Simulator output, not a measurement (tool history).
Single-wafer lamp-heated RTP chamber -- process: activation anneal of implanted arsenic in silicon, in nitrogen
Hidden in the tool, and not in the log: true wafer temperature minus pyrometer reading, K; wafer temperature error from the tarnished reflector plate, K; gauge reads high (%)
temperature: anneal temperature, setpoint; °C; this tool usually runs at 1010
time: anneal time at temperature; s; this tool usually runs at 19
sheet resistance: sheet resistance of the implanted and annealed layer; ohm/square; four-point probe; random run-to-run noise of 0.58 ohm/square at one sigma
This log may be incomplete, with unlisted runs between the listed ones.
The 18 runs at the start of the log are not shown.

| run | hour | temperature | time | wafers since the last listed run | wafers since the last pyrometer calibration | wafers since the reflector plate was cleaned | hours since the gauge calibration | read-back reference wafer on the same gauge, sheet resistance | sheet resistance |
|---|---|---|---|---|---|---|---|---|---|
| 19 | 882 | 1010 | 19 | 661 | 5586 | 3123 | 699 | 116.97 | 137.55 |
|  | 892.3 | pyrometer window cleaned and pyrometer calibrated |
| 20 | 936.3 | 1010 | 16 | 579 | 551 | 3702 | 753.3 | 117.05 | 140.89 |
|  | 968 | reflector plate cleaned |
| 21 | 973.9 | 1010 | 19 | 370 | 921 | 74 | 790.9 | 116.98 | 136.54 |
| 22 | 1025.5 | 1010 | 19 | 646 | 1567 | 720 | 842.5 | 116.96 | 136.36 |
| 23 | 1051.4 | 995 | 25 | 324 | 1892 | 1044 | 868.4 | 117.06 | 140.6 |
| 24 | 1094 | 990 | 19 | 533 | 2425 | 1577 | 911 | 117.02 | 151.38 |
| 25 | 1141.7 | 1039 | 14 | 597 | 3022 | 2174 | 958.7 | 117.01 | 125.99 |
| 26 | 1182.8 | 987 | 26 | 514 | 3537 | 2689 | 999.8 | 117.02 | 146.48 |
| 27 | 1236.3 | 1010 | 13 | 669 | 4206 | 3359 | 1053.3 | 116.94 | 145.76 |
| 28 | 1288 | 1032 | 29 | 647 | 4854 | 4006 | 1105 | 117.02 | 114.84 |
|  | 1293.8 | gauge calibrated |
| 29 | 1323.3 | 1035 | 19 | 441 | 5296 | 4448 | 29.5 | 117.06 | 121.51 |
|  | 1333.1 | reflector plate cleaned |
|  | 1355.8 | pyrometer window cleaned and pyrometer calibrated |
| 30 | 1391.6 | 1034 | 23 | 654 | 448 | 632 | 97.8 | 116.96 | 117.77 |
| 31 | 1434.4 | 981 | 8 | 535 | 983 | 1168 | 140.6 | 117.06 | 176.57 |
| 32 | 1569.5 | 1010 | 19 | 1691 | 2675 | 2859 | 275.7 | 116.97 | 137.2 |
| 33 | 1623.7 | 1017 | 19 | 678 | 3353 | 3538 | 329.9 | 116.91 | 132.63 |
|  | 1693.5 | reflector plate cleaned |
| 34 | 1694 | 995 | 25 | 779 | 4133 | 6 | 400.2 | 117.02 | 140.34 |
| 35 | 1717.3 | 1040 | 11 | 291 | 4425 | 298 | 423.5 | 117.05 | 131.27 |

Branching from run 35: 5 alternative next runs. What would each branch give?
| A | 1717.7 | 1010 | 19 | 5 | 4430 | 303 | 423.9 | ? | ? |
| B | 1717.7 | 982 | 22 | 5 | 4430 | 303 | 423.9 | ? | ? |
| C | 1717.7 | 1010 | 26 | 5 | 4430 | 303 | 423.9 | ? | ? |
| D | 1717.7 | 1018 | 22 | 5 | 4430 | 303 | 423.9 | ? | ? |
| E | 1717.7 | 1020 | 26 | 5 | 4430 | 303 | 423.9 | ? | ? |

| run | read-back reference wafer on the same gauge, sheet resistance | sheet resistance |
|---|---|---|
| A | 117.01 | 137.92 |
| B | 117.01 | 155.37 |
| C | 117.01 | 130.44 |
| D | 117.01 | 129.17 |
| E | 117.01 | 124.24 |
Stripped of hidden state, with their random variation kept, the same runs would have yielded:
| run | sheet resistance |
|---|---|
| A | 137.92 |
| B | 155.37 |
| C | 130.44 |
| D | 129.17 |
| E | 124.24 |
